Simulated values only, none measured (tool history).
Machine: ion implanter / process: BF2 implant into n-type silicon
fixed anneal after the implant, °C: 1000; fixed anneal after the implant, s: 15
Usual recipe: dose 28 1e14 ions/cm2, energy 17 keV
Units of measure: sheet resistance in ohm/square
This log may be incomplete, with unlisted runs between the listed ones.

run,hour,dose,energy,wafers since the last listed run,hours since the last dose calibration,hours since the extraction supply was calibrated,hours since the gauge calibration,"read-back reference wafer on the same gauge, sheet resistance",sheet resistance
1,0,28,17,0,630,4910.3,2647.8,210.98,186.65
2,82.9,28,17,850,712.9,4993.2,2730.7,211.14,186.55
3,140.5,28,12.5,590,770.5,5050.8,2788.3,211.08,212.82
4,213.3,28,17,746,843.3,5123.6,2861.1,210.93,187.62
5,299.5,28,17,883,929.5,5209.8,2947.3,210.86,187
6,391.9,28,17,947,1021.9,5302.2,3039.7,211.17,187.07
# hour 408.1: Faraday cup replaced and dose calibrated
7,431.5,28,17,324,23.4,5341.8,3079.3,211.02,187.22
8,514.9,28,17,855,106.8,5425.2,3162.7,211.15,186.99
9,601.3,28,13.5,885,193.2,5511.6,3249.1,210.92,207.72
10,757,28,13.5,1596,348.9,5667.3,3404.8,210.93,207.38
11,846.8,28,13.5,920,438.7,5757.1,3494.6,211.17,207.57
12,906.5,28,17,612,498.4,5816.8,3554.3,210.99,187.48
13,949.9,28,17,445,541.8,5860.2,3597.7,211.04,187.4
# hour 992: gauge calibrated
14,1019.1,28,17,709,611,5929.4,27.1,210.94,187.51
15,1080,28,17,624,671.9,5990.3,88,211.07,187.54
16,1148.2,23.16,20,699,740.1,6058.5,156.2,210.86,177.53
17,1210.1,28,17,634,802,6120.4,218.1,211.17,187.86
18,1261.2,28,17,523,853.1,6171.5,269.2,210.96,187.48
# hour 1272.6: extraction supply calibrated
19,1339.9,23.48,17,724,931.8,67.3,347.9,210.98,186.9
20,1419.3,28,17,814,1011.2,146.7,427.3,210.99,183.84
# hour 1473.9: Faraday cup replaced and dose calibrated
21,1474.4,34.02,21.5,482,0.5,201.8,482.4,211.04,162.45
22,1511.9,24.24,19.5,384,38,239.3,519.9,211.04,176.11
23,1582.8,24.3,22.5,727,108.9,310.2,590.8,210.9,162.93
24,1639.1,22.11,22.5,577,165.2,366.5,647.1,210.99,164.86
25,1707.6,28,19,702,233.7,435,715.6,211.05,175.74
26,1772.1,28,18.5,661,298.2,499.5,780.1,211.01,177.57
27,1878.6,28,20.5,1092,404.7,606,886.6,211.18,170.07
28,1950.3,28,15.5,735,476.4,677.7,958.3,211.07,192.56
29,2120.2,22.11,22.5,1742,646.3,847.6,1128.2,211.05,165.38
30,2196.6,34.03,13,783,722.7,924,1204.6,210.92,203.98
31,2270.1,28,17,753,796.2,997.5,1278.1,211,184.68
32,2355.1,33.12,12,871,881.2,1082.5,1363.1,210.99,211.35
33,2429.6,28,19,763,955.7,1157,1437.6,210.97,176.09
34,2602.1,34.85,12.5,1768,1128.2,1329.5,1610.1,211.04,207.71
# hour 2664.2: Faraday cup replaced and dose calibrated
35,2683.7,23.24,15.5,754,19.5,1411.1,1691.7,210.78,196.4
36,2742.2,28,22.5,599,78,1469.6,1750.2,210.97,162.47
37,2779.6,28,17,383,115.4,1507,1787.6,211.09,185.85
38,2844.2,24.24,19.5,662,180,1571.6,1852.2,211.2,176.36

Branching from run 38: 3 alternative next runs. What would each branch give?
A,2844.6,32.15,17,4,180.4,1572,1852.6,?,?
B,2844.6,35.98,11.5,4,180.4,1572,1852.6,?,?
C,2844.6,32.9,17,4,180.4,1572,1852.6,?,?

run,"read-back reference wafer on the same gauge, sheet resistance",sheet resistance
A,210.99,182.53
B,210.99,213.65
C,210.99,182.14
With the hidden condition removed and each run's random variation left untouched, the same runs would have given:
run,sheet resistance
A,181.45
B,212.48
C,181.06

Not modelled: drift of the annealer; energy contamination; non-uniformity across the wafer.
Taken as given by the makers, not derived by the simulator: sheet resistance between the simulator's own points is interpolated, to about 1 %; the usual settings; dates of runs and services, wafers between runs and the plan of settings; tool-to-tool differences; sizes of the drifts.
